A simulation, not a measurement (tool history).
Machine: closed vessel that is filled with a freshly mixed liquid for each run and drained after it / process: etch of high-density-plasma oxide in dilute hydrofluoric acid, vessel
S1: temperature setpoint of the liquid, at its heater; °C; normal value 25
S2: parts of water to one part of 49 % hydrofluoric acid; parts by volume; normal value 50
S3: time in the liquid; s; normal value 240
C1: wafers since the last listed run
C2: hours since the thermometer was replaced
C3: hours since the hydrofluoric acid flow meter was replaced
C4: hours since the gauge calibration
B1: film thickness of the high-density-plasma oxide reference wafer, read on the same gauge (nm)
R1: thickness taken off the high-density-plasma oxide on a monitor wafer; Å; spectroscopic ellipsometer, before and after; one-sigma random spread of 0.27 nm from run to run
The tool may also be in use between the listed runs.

run	hour	S1	S2	S3	C1	C2	C3	C4	B1	R1
1	0	25	50	240	0	2051.1	2045	218.1	140.01	295
2	12	25	50	240	893	2063.1	2057	230.1	139.98	293.4
3	24	25	50	240	893	2075.1	2069	242.1	139.98	296
4	36.8	25	50	240	953	2087.9	2081.8	254.9	139.98	291.9
# hour 44.3: thermometer replaced
5	74.8	25	60	240	2755	30.5	2119.8	292.9	140.01	246.8
6	84.2	25	50	240	700	39.9	2129.2	302.3	140.01	300.6
7	98.9	25	50	240	1094	54.6	2143.9	317	139.99	293.7
8	110.6	25	50	240	871	66.3	2155.6	328.7	139.97	299.5
9	121.8	25	50	240	834	77.5	2166.8	339.9	140.02	296.8
10	132.6	25	50	240	804	88.3	2177.6	350.7	140.01	292.1
11	143.8	25	50	240	834	99.5	2188.8	361.9	139.98	297.8
12	160.5	25	55	240	1243	116.2	2205.5	378.6	139.97	266.5
13	177.5	28	40	345	1266	133.2	2222.5	395.6	140.02	611.1
14	194.9	25	40	240	1296	150.6	2239.9	413	139.98	376.4
15	208.3	26.5	25	240	998	164	2253.3	426.4	140.01	650.1
16	215.9	22.5	35	190	566	171.6	2260.9	434	139.99	306.5
17	224.5	23	30	240	640	180.2	2269.5	442.6	139.98	476.1
18	235	25	55	125	782	190.7	2280	453.1	140.01	139.1
# hour 254.3: hydrofluoric acid flow meter replaced
# hour 261.4: gauge calibrated
19	264.4	25	50	240	2115	220.1	10.1	3	140.03	293.7
20	278.8	27	50	240	1072	234.5	24.5	17.4	140	324
21	293.6	29	35	310	1102	249.3	39.3	32.2	140	646
22	305.5	25	50	160	886	261.2	51.2	44.1	140.03	197.8
23	315.4	28	35	385	737	271.1	61.1	54	139.99	787.7
24	332.9	25	70	150	1303	288.6	78.6	71.5	140.02	129.2
25	340.8	22	50	325	588	296.5	86.5	79.4	140.02	350.7
26	350.8	22.5	35	140	744	306.5	96.5	89.4	140.01	224.1
27	361	27.5	55	240	759	316.7	106.7	99.6	140	295.1
28	368.1	22.5	35	190	528	323.8	113.8	106.7	140.01	303.7
29	380.5	25	50	240	923	336.2	126.2	119.1	140.01	296.4
30	391.6	25	50	240	826	347.3	137.3	130.2	140	294.7
31	408.9	23.5	70	240	1288	364.6	154.6	147.5	140.01	194.6

Predict each of these 5 candidate next runs independently; none follows another, all start after run 31:
A	409.6	25	50	240	52	365.3	155.3	148.2	?	?
B	409.6	25	60	380	52	365.3	155.3	148.2	?	?
C	409.6	28.5	30	130	52	365.3	155.3	148.2	?	?
D	409.6	29.5	60	240	52	365.3	155.3	148.2	?	?
E	409.6	29.5	50	240	52	365.3	155.3	148.2	?	?

run	B1	R1
A	139.99	294.6
B	139.99	383.5
C	139.99	315.6
D	139.99	289.7
E	139.99	352.9
Stripped of hidden state, with their random variation kept, the same runs would have yielded:
run	R1
A	294.6
B	383.5
C	315.6
D	289.7
E	352.9
